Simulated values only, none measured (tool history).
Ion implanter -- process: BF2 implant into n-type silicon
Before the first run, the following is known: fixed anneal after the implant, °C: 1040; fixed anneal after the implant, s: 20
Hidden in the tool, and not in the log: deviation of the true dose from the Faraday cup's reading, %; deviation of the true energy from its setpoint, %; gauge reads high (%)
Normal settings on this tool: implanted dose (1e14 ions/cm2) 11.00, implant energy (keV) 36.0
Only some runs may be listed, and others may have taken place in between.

run	hour	implanted dose (1e14 ions/cm2)	implant energy (keV)	wafers since the last listed run	hours since the last dose calibration	hours since the extraction supply was calibrated	hours since the gauge calibration	read-back reference wafer on the same gauge, sheet resistance	sheet resistance of the implanted and annealed layer (ohm/square)
1	0.0	11.00	29.5	0	566.2	4966.4	46.7	116.97	147.51
2	8.2	11.00	27.0	106	574.4	4974.6	54.9	116.97	151.25
3	16.5	11.00	28.5	108	582.7	4982.9	63.2	117.00	148.84
4	27.5	11.00	28.5	143	593.7	4993.9	74.2	116.99	148.64
5	35.0	11.00	36.0	97	601.2	5001.4	81.7	117.06	139.44
6	43.7	11.00	36.0	113	609.9	5010.1	90.4	117.09	139.36
7	57.2	11.00	36.0	176	623.4	5023.6	103.9	117.10	139.04
8	65.1	11.00	36.0	103	631.3	5031.5	111.8	116.99	138.82
9	75.0	11.00	36.0	129	641.2	5041.4	121.7	116.97	139.01
# hour 83.0: Faraday cup replaced and dose calibrated
10	89.3	11.00	36.0	82	6.3	5055.7	136.0	116.95	144.26
# hour 90.1: gauge calibrated
11	106.4	11.00	40.5	223	23.4	5072.8	16.3	117.02	140.38
12	116.3	11.00	36.0	129	33.3	5082.7	26.2	116.96	143.77
13	129.3	11.00	36.0	169	46.3	5095.7	39.2	116.92	143.58
14	142.0	13.31	32.5	165	59.0	5108.4	51.9	117.00	134.06
# hour 154.7: extraction supply calibrated
15	155.2	7.94	25.0	67	72.2	0.5	65.1	117.02	194.03
16	163.9	11.00	36.0	113	80.9	9.2	73.8	116.88	143.63
17	177.2	14.20	24.5	173	94.2	22.5	87.1	116.91	142.86
18	194.5	11.00	36.0	225	111.5	39.8	104.4	117.05	143.47
19	209.5	7.82	48.0	195	126.5	54.8	119.4	117.04	177.28
20	217.9	8.11	47.0	109	134.9	63.2	127.8	116.95	172.24

Some steps in sheet resistance of the implanted and annealed layer (ohm/square) between neighbouring runs. How much of each would the tool show without its hidden state too (settings, what came in, random variation), and how much is left for the hidden state, with any gauge scatter that isn't in both results?
Run 9 -> 10: Faraday cup replaced and dose calibrated. sheet resistance of the implanted and annealed layer (ohm/square) +5.25: hidden state +4.94, all else +0.31.
Run 14 -> 15: implanted dose (1e14 ions/cm2) 13.31 -> 7.94, implant energy (keV) 32.5 -> 25.0, extraction supply calibrated. sheet resistance of the implanted and annealed layer (ohm/square) +59.97: hidden state -0.35, all else +60.32.
Run 15 -> 16: implanted dose (1e14 ions/cm2) 7.94 -> 11.00, implant energy (keV) 25.0 -> 36.0. sheet resistance of the implanted and annealed layer (ohm/square) -50.40: hidden state +0.12, all else -50.52.
Run 18 -> 19: implanted dose (1e14 ions/cm2) 11.00 -> 7.82, implant energy (keV) 36.0 -> 48.0. sheet resistance of the implanted and annealed layer (ohm/square) +33.81: hidden state -0.62, all else +34.43.

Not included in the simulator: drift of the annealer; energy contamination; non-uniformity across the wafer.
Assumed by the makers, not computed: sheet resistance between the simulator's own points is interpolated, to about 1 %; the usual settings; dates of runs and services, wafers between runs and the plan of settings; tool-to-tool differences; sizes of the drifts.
